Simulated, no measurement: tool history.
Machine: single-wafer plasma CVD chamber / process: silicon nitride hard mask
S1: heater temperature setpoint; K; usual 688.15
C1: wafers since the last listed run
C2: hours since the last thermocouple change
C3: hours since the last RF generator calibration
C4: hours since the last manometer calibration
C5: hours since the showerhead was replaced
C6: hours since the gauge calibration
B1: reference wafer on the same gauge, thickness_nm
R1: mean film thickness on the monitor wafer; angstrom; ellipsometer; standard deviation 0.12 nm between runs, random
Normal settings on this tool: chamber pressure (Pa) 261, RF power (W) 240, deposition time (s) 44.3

run 1 hour=0.0 | S1=688.15 chamber_pressure_(Pa)=261 RF_power_(W)=240 deposition_time_(s)=44.3 | C1=0 C2=1477.8 C3=1289.1 C4=2686.1 C5=4855.3 C6=408.2 | B1=46.011 | R1=411.85
run 2 hour=14.1 | S1=688.15 chamber_pressure_(Pa)=261 RF_power_(W)=240 deposition_time_(s)=47.5 | C1=322 C2=1491.9 C3=1303.2 C4=2700.2 C5=4869.4 C6=422.3 | B1=46.000 | R1=446.25
run 3 hour=29.2 | S1=688.15 chamber_pressure_(Pa)=211 RF_power_(W)=240 deposition_time_(s)=44.3 | C1=345 C2=1507.0 C3=1318.3 C4=2715.3 C5=4884.5 C6=437.4 | B1=45.993 | R1=389.96
run 4 hour=59.2 | S1=688.15 chamber_pressure_(Pa)=211 RF_power_(W)=240 deposition_time_(s)=44.3 | C1=687 C2=1537.0 C3=1348.3 C4=2745.3 C5=4914.5 C6=467.4 | B1=45.990 | R1=387.80
run 5 hour=73.3 | S1=688.15 chamber_pressure_(Pa)=261 RF_power_(W)=240 deposition_time_(s)=44.3 | C1=322 C2=1551.1 C3=1362.4 C4=2759.4 C5=4928.6 C6=481.5 | B1=46.013 | R1=414.06
run 6 hour=104.0 | S1=688.15 chamber_pressure_(Pa)=261 RF_power_(W)=240 deposition_time_(s)=44.3 | C1=703 C2=1581.8 C3=1393.1 C4=2790.1 C5=4959.3 C6=512.2 | B1=46.011 | R1=412.84
run 7 hour=119.5 | S1=688.15 chamber_pressure_(Pa)=261 RF_power_(W)=240 deposition_time_(s)=44.3 | C1=355 C2=1597.3 C3=1408.6 C4=2805.6 C5=4974.8 C6=527.7 | B1=46.023 | R1=414.49
run 8 hour=135.6 | S1=688.15 chamber_pressure_(Pa)=261 RF_power_(W)=240 deposition_time_(s)=44.3 | C1=368 C2=1613.4 C3=1424.7 C4=2821.7 C5=4990.9 C6=543.8 | B1=46.013 | R1=413.86
run 9 hour=150.6 | S1=688.15 chamber_pressure_(Pa)=261 RF_power_(W)=240 deposition_time_(s)=44.3 | C1=343 C2=1628.4 C3=1439.7 C4=2836.7 C5=5005.9 C6=558.8 | B1=46.004 | R1=415.13
run 10 hour=163.8 | S1=699.15 chamber_pressure_(Pa)=261 RF_power_(W)=240 deposition_time_(s)=44.3 | C1=302 C2=1641.6 C3=1452.9 C4=2849.9 C5=5019.1 C6=572.0 | B1=45.997 | R1=412.06
run 11 hour=194.8 | S1=699.15 chamber_pressure_(Pa)=261 RF_power_(W)=240 deposition_time_(s)=44.3 | C1=710 C2=1672.6 C3=1483.9 C4=2880.9 C5=5050.1 C6=603.0 | B1=46.018 | R1=412.97
-- hour=289.7 RF generator calibrated
run 12 hour=301.3 | S1=688.15 chamber_pressure_(Pa)=261 RF_power_(W)=220 deposition_time_(s)=44.3 | C1=2256 C2=1779.1 C3=11.6 C4=2987.4 C5=5156.6 C6=709.5 | B1=45.977 | R1=387.09
-- hour=326.7 gauge calibrated
run 13 hour=328.3 | S1=684.15 chamber_pressure_(Pa)=261 RF_power_(W)=265 deposition_time_(s)=52.7 | C1=618 C2=1806.1 C3=38.6 C4=3014.4 C5=5183.6 C6=1.6 | B1=45.990 | R1=507.94
-- hour=349.9 capacitance manometer re-zeroed and calibrated
run 14 hour=355.5 | S1=688.15 chamber_pressure_(Pa)=261 RF_power_(W)=240 deposition_time_(s)=35.6 | C1=439 C2=1833.3 C3=65.8 C4=5.6 C5=5210.8 C6=28.8 | B1=45.985 | R1=325.18
run 15 hour=376.4 | S1=688.15 chamber_pressure_(Pa)=229 RF_power_(W)=240 deposition_time_(s)=44.3 | C1=478 C2=1854.2 C3=86.7 C4=26.5 C5=5231.7 C6=49.7 | B1=45.985 | R1=386.48
-- hour=388.2 RF generator calibrated, repeated, since the last time left the tool worse
run 16 hour=390.1 | S1=688.15 chamber_pressure_(Pa)=261 RF_power_(W)=240 deposition_time_(s)=44.3 | C1=130 C2=1867.9 C3=1.9 C4=40.2 C5=5245.4 C6=63.4 | B1=46.035 | R1=426.38

Expected results for the next run?
-- hour=416.6 showerhead replaced
-- hour=446.1 thermocouple changed; heater temperature recalibrated
run 17 hour=455.2 | S1=701.15 chamber_pressure_(Pa)=243 RF_power_(W)=270 deposition_time_(s)=40.7 | C1=1124 C2=9.1 C3=67.0 C4=105.3 C5=38.6 C6=128.5 | B1=? | R1=?

Run 17 gave B1 46.032, R1 400.09 angstrom.
The same run, on a tool lacking any hidden state, would have yielded R1 402.79 angstrom.
